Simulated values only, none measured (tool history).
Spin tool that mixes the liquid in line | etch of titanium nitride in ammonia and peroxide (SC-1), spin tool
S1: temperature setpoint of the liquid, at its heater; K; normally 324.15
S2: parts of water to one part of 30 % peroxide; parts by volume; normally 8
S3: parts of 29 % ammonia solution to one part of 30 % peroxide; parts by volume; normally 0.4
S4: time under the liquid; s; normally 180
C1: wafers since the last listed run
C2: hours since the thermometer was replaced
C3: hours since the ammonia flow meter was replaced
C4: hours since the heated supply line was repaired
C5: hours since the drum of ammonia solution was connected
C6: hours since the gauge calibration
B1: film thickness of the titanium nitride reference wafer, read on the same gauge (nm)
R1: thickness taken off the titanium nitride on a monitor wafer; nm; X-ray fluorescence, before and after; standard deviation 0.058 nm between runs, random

Run 1, hour 0: usual settings; C1 0; C2 962.8; C3 1541.7; C4 2218; C5 226.8; C6 427.9; B1 80.97. Result: R1 7.79 nm.
Run 2, hour 50.9: usual settings but S4 255 s; C1 403; C2 1013.7; C3 1592.6; C4 2268.9; C5 277.7; C6 478.8; B1 81.09. Result: R1 11.2 nm.
At hour 65.2: new drum of ammonia solution connected.
Run 3, hour 145.5: usual settings but S4 255 s; C1 742; C2 1108.3; C3 1687.2; C4 2363.5; C5 80.3; C6 573.4; B1 81.36. Result: R1 11.09 nm.
Run 4, hour 215.1: usual settings but S4 255 s; C1 552; C2 1177.9; C3 1756.8; C4 2433.1; C5 149.9; C6 643; B1 81.64. Result: R1 11.1 nm.
Run 5, hour 277.5: usual settings; C1 495; C2 1240.3; C3 1819.2; C4 2495.5; C5 212.3; C6 705.4; B1 81.85. Result: R1 7.94 nm.
Run 6, hour 382.1: usual settings; C1 829; C2 1344.9; C3 1923.8; C4 2600.1; C5 316.9; C6 810; B1 82.34. Result: R1 7.87 nm.
At hour 386: new drum of ammonia solution connected.
At hour 406: thermometer replaced.
At hour 428.6: gauge calibrated.
Run 7, hour 434.1: usual settings; C1 396; C2 28.1; C3 1975.8; C4 2652.1; C5 48.1; C6 5.5; B1 79.84. Result: R1 7.69 nm.
At hour 482.8: ammonia flow meter replaced.
At hour 516.3: heated supply line repaired.
Run 8, hour 676.6: usual settings but S3 0.3 parts by volume, S4 230 s; C1 1907; C2 270.6; C3 193.8; C4 160.3; C5 290.6; C6 248; B1 80.03. Result: R1 9.47 nm.
At hour 705.6: new drum of ammonia solution connected.
Run 9, hour 753.2: usual settings; C1 599; C2 347.2; C3 270.4; C4 236.9; C5 47.6; C6 324.6; B1 80.16. Result: R1 7.72 nm.
Run 10, hour 852.1: usual settings; C1 784; C2 446.1; C3 369.3; C4 335.8; C5 146.5; C6 423.5; B1 80.37. Result: R1 7.75 nm.
Run 11, hour 945.9: usual settings but S1 332.15 K, S4 95 s; C1 744; C2 539.9; C3 463.1; C4 429.6; C5 240.3; C6 517.3; B1 80.63. Result: R1 7.02 nm.

Run 12, settings as shown, results not yet in. Your forecast:
At hour 972.6: new drum of ammonia solution connected.
Run 12, hour 1036.7: usual settings but S2 10.5 parts by volume, S3 0.6 parts by volume; C1 712; C2 630.7; C3 553.9; C4 520.4; C5 64.1; C6 608.1; B1 ?. Result: R1 ?.

{"run 12": {"B1": 80.91, "R1": 7.29}}
With the hidden condition absent and the run-to-run variation left alone, this run would have shown R1 7.21 nm.

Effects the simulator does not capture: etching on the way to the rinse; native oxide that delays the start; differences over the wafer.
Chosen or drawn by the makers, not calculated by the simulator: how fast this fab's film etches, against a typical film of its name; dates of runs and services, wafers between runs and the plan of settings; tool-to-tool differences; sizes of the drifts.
